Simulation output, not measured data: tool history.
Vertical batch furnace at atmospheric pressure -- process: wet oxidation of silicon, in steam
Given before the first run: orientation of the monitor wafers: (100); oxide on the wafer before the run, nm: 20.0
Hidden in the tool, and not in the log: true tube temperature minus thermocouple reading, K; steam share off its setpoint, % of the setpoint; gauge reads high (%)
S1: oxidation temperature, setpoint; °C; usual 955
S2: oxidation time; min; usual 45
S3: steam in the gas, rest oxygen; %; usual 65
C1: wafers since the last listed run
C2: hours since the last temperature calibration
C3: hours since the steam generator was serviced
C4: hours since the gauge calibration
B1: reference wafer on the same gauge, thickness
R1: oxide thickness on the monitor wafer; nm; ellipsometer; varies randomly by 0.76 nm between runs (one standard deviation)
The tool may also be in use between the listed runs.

run,hour,S1,S2,S3,C1,C2,C3,C4,B1,R1
1,0,955,45,65,0,3328.4,3210.4,435.4,154.98,185.03
2,33.8,955,45,65,460,3362.2,3244.2,469.2,154.99,185.14
3,69,955,45,65,480,3397.4,3279.4,504.4,155.05,186.06
4,136.4,955,45,65,919,3464.8,3346.8,571.8,154.89,186.57
5,207.2,955,45,65,965,3535.6,3417.6,642.6,154.93,187.42
6,234,942,45,72,365,3562.4,3444.4,669.4,155,177.36
# hour 278.7: thermocouples replaced and temperature profile calibrated
7,281.7,942,45,72,323,3,3492.1,717.1,154.89,169.23
8,326.5,955,45,65,610,47.8,3536.9,761.9,154.81,178.21
9,392.5,955,45,68,900,113.8,3602.9,827.9,155,184.56
10,445.4,955,45,65,721,166.7,3655.8,880.8,155.05,177.16
11,481.3,955,45,65,489,202.6,3691.7,916.7,155.18,179.34
12,540.7,955,45,65,810,262,3751.1,976.1,155.05,177.75
13,587.5,955,45,65,638,308.8,3797.9,1022.9,154.78,178.66
14,638.8,955,45,69,699,360.1,3849.2,1074.2,154.86,186.56
15,667.7,955,45,65,394,389,3878.1,1103.1,154.76,176.97
16,692.4,955,45,65,336,413.7,3902.8,1127.8,155.19,178.1
17,747.6,974,45,54,752,468.9,3958,1183,154.97,186.25
18,805,942,65,65,782,526.3,4015.4,1240.4,155.04,207.05
19,872.2,955,45,65,916,593.5,4082.6,1307.6,155.2,178.49
20,918.2,955,45,65,627,639.5,4128.6,1353.6,154.92,176.53
# hour 976: steam generator serviced
21,976.5,972,45,65,467,697.8,0.5,1411.9,154.99,208.87
22,1022.2,974,30.5,73,623,743.5,46.2,1457.6,154.85,173.95

Estimate the outcome of run 23 from the log above:
# hour 1042.7: gauge calibrated
23,1091.8,946,33.5,62,949,813.1,115.8,49.1,?,?

B1: 154.97
R1: 125.58 nm
Take away the tool's hidden state, keep the run-to-run variation as it was, and the same run would have given R1 124.55 nm.
